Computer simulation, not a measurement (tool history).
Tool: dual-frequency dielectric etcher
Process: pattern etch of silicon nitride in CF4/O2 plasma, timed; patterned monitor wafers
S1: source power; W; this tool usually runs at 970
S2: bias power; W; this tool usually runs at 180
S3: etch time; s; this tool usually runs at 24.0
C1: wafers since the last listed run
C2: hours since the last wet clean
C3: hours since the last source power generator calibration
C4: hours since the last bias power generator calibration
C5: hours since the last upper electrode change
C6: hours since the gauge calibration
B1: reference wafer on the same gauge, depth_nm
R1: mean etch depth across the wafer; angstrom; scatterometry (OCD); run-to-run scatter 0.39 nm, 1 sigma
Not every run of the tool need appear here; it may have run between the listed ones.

{"run": 1, "hour": 0.0, "S1": 810, "S2": 144, "S3": 24.0, "C1": 0, "C2": 31.2, "C3": 1998.2, "C4": 2114.9, "C5": 1838.6, "C6": 302.6, "B1": 86.8, "R1": 706}
{"run": 2, "hour": 52.7, "S1": 810, "S2": 144, "S3": 24.0, "C1": 730, "C2": 83.9, "C3": 2050.9, "C4": 2167.6, "C5": 1891.3, "C6": 355.3, "B1": 87.0, "R1": 714}
{"run": 3, "hour": 83.3, "S1": 810, "S2": 144, "S3": 24.0, "C1": 424, "C2": 114.5, "C3": 2081.5, "C4": 2198.2, "C5": 1921.9, "C6": 385.9, "B1": 87.1, "R1": 711}
{"run": 4, "hour": 134.3, "S1": 970, "S2": 180, "S3": 24.0, "C1": 707, "C2": 165.5, "C3": 2132.5, "C4": 2249.2, "C5": 1972.9, "C6": 436.9, "B1": 87.2, "R1": 894}
{"run": 5, "hour": 189.9, "S1": 970, "S2": 180, "S3": 24.0, "C1": 771, "C2": 221.1, "C3": 2188.1, "C4": 2304.8, "C5": 2028.5, "C6": 492.5, "B1": 87.3, "R1": 888}
{"hour": 289.1, "done": "wet clean of the chamber"}
{"run": 6, "hour": 289.6, "S1": 970, "S2": 180, "S3": 24.0, "C1": 1049, "C2": 0.5, "C3": 2287.8, "C4": 2404.5, "C5": 2128.2, "C6": 592.2, "B1": 87.5, "R1": 889}
{"run": 7, "hour": 329.2, "S1": 970, "S2": 180, "S3": 24.0, "C1": 549, "C2": 40.1, "C3": 2327.4, "C4": 2444.1, "C5": 2167.8, "C6": 631.8, "B1": 87.6, "R1": 895}
{"hour": 384.6, "done": "upper electrode replaced"}
{"run": 8, "hour": 385.1, "S1": 970, "S2": 180, "S3": 21.0, "C1": 442, "C2": 96.0, "C3": 2383.3, "C4": 2500.0, "C5": 0.5, "C6": 687.7, "B1": 87.5, "R1": 781}
{"hour": 405.9, "done": "gauge calibrated"}
{"run": 9, "hour": 432.4, "S1": 970, "S2": 180, "S3": 21.0, "C1": 655, "C2": 143.3, "C3": 2430.6, "C4": 2547.3, "C5": 47.8, "C6": 26.5, "B1": 85.4, "R1": 766}
{"run": 10, "hour": 503.0, "S1": 780, "S2": 222, "S3": 17.0, "C1": 979, "C2": 213.9, "C3": 2501.2, "C4": 2617.9, "C5": 118.4, "C6": 97.1, "B1": 86.2, "R1": 539}
{"run": 11, "hour": 534.3, "S1": 1150, "S2": 201, "S3": 17.5, "C1": 434, "C2": 245.2, "C3": 2532.5, "C4": 2649.2, "C5": 149.7, "C6": 128.4, "B1": 86.3, "R1": 773}
{"hour": 554.5, "done": "source power generator calibrated"}
{"hour": 597.3, "done": "wet clean of the chamber"}
{"run": 12, "hour": 601.9, "S1": 970, "S2": 180, "S3": 24.0, "C1": 549, "C2": 4.6, "C3": 47.4, "C4": 2716.8, "C5": 217.3, "C6": 196.0, "B1": 86.6, "R1": 890}
{"run": 13, "hour": 633.1, "S1": 970, "S2": 180, "S3": 24.0, "C1": 432, "C2": 35.8, "C3": 78.6, "C4": 2748.0, "C5": 248.5, "C6": 227.2, "B1": 86.9, "R1": 884}
{"run": 14, "hour": 662.9, "S1": 770, "S2": 157, "S3": 21.0, "C1": 413, "C2": 65.6, "C3": 108.4, "C4": 2777.8, "C5": 278.3, "C6": 257.0, "B1": 86.9, "R1": 607}
{"hour": 694.4, "done": "bias power generator calibrated"}
{"run": 15, "hour": 694.9, "S1": 970, "S2": 180, "S3": 24.0, "C1": 388, "C2": 97.6, "C3": 140.4, "C4": 0.5, "C5": 310.3, "C6": 289.0, "B1": 87.2, "R1": 887}
{"run": 16, "hour": 717.1, "S1": 1190, "S2": 156, "S3": 28.5, "C1": 307, "C2": 119.8, "C3": 162.6, "C4": 22.7, "C5": 332.5, "C6": 311.2, "B1": 87.2, "R1": 1212}
{"run": 17, "hour": 767.9, "S1": 810, "S2": 161, "S3": 28.0, "C1": 704, "C2": 170.6, "C3": 213.4, "C4": 73.5, "C5": 383.3, "C6": 362.0, "B1": 87.3, "R1": 857}
{"run": 18, "hour": 830.0, "S1": 970, "S2": 180, "S3": 24.0, "C1": 861, "C2": 232.7, "C3": 275.5, "C4": 135.6, "C5": 445.4, "C6": 424.1, "B1": 87.6, "R1": 891}
{"hour": 912.5, "done": "wet clean of the chamber"}
{"run": 19, "hour": 913.0, "S1": 750, "S2": 156, "S3": 17.5, "C1": 818, "C2": 0.5, "C3": 358.5, "C4": 218.6, "C5": 528.4, "C6": 507.1, "B1": 87.6, "R1": 497}

Consider 5 possible next runs. They are alternatives, not a sequence: every one starts from the tool as it was left by run 19. What does each give?
{"run": "A", "hour": 913.4, "S1": 970, "S2": 180, "S3": 30.5, "C1": 5, "C2": 0.9, "C3": 358.9, "C4": 219.0, "C5": 528.8, "C6": 507.5, "B1": "?", "R1": "?"}
{"run": "B", "hour": 913.4, "S1": 830, "S2": 180, "S3": 24.0, "C1": 5, "C2": 0.9, "C3": 358.9, "C4": 219.0, "C5": 528.8, "C6": 507.5, "B1": "?", "R1": "?"}
{"run": "C", "hour": 913.4, "S1": 970, "S2": 180, "S3": 26.5, "C1": 5, "C2": 0.9, "C3": 358.9, "C4": 219.0, "C5": 528.8, "C6": 507.5, "B1": "?", "R1": "?"}
{"run": "D", "hour": 913.4, "S1": 970, "S2": 180, "S3": 26.0, "C1": 5, "C2": 0.9, "C3": 358.9, "C4": 219.0, "C5": 528.8, "C6": 507.5, "B1": "?", "R1": "?"}
{"run": "E", "hour": 913.4, "S1": 970, "S2": 196, "S3": 27.5, "C1": 5, "C2": 0.9, "C3": 358.9, "C4": 219.0, "C5": 528.8, "C6": 507.5, "B1": "?", "R1": "?"}

run=A B1=87.7 R1=1136
run=B B1=87.7 R1=776
run=C B1=87.7 R1=987
run=D B1=87.7 R1=968
run=E B1=87.7 R1=1049
With no hidden state in the tool, these same runs would have given:
run=A R1=1097
run=B R1=749
run=C R1=953
run=D R1=935
run=E R1=1012

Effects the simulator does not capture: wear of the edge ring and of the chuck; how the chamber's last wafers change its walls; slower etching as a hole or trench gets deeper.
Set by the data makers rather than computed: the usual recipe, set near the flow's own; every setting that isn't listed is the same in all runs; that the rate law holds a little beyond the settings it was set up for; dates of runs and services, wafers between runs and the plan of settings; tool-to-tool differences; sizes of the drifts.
